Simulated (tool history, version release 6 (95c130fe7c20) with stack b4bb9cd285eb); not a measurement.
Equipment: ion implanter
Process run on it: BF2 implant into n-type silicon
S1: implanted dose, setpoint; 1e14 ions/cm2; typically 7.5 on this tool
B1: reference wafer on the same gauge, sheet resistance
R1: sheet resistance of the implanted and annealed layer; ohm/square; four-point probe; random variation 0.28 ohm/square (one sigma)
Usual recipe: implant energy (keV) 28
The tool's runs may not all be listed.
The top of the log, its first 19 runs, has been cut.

{"run": 20, "hour": 221.4, "S1": 7.5, "implant energy (keV)": 28, "B1": 176.96, "R1": 178.47}
{"hour": 235.9, "done": "extraction supply calibrated"}
{"run": 21, "hour": 266.3, "S1": 7.5, "implant energy (keV)": 18.5, "B1": 177.04, "R1": 201.69}
{"run": 22, "hour": 284.2, "S1": 5.44, "implant energy (keV)": 28, "B1": 176.89, "R1": 222.32}
{"run": 23, "hour": 294.4, "S1": 8.08, "implant energy (keV)": 33, "B1": 176.91, "R1": 163.28}
{"run": 24, "hour": 302.4, "S1": 6.86, "implant energy (keV)": 36.5, "B1": 177.02, "R1": 178.16}
{"run": 25, "hour": 310.9, "S1": 8.36, "implant energy (keV)": 33.5, "B1": 176.94, "R1": 159.58}
{"hour": 324.1, "done": "Faraday cup replaced and dose calibrated"}
{"run": 26, "hour": 324.8, "S1": 8.16, "implant energy (keV)": 37, "B1": 176.96, "R1": 162.37}
{"run": 27, "hour": 339.3, "S1": 7.5, "implant energy (keV)": 32.5, "B1": 177.02, "R1": 176.71}
{"run": 28, "hour": 345.8, "S1": 9.34, "implant energy (keV)": 36, "B1": 176.96, "R1": 150.05}
{"run": 29, "hour": 357.4, "S1": 7.5, "implant energy (keV)": 33, "B1": 176.97, "R1": 176.04}
{"run": 30, "hour": 371.0, "S1": 6.37, "implant energy (keV)": 19.5, "B1": 176.83, "R1": 222.3}
{"run": 31, "hour": 380.1, "S1": 7.5, "implant energy (keV)": 28, "B1": 176.9, "R1": 182.81}
{"run": 32, "hour": 394.1, "S1": 8.7, "implant energy (keV)": 35.5, "B1": 177.11, "R1": 156.71}
{"run": 33, "hour": 405.2, "S1": 8.25, "implant energy (keV)": 35, "B1": 176.97, "R1": 163.05}

Run 34 is up next; what results do you expect?
{"run": 34, "hour": 419.2, "S1": 7.5, "implant energy (keV)": 28, "B1": "?", "R1": "?"}

B1: 176.99
R1: 182.72 ohm/square
On a tool with no hidden condition, and with the same random variation, this run would have come out at R1 183.85 ohm/square.
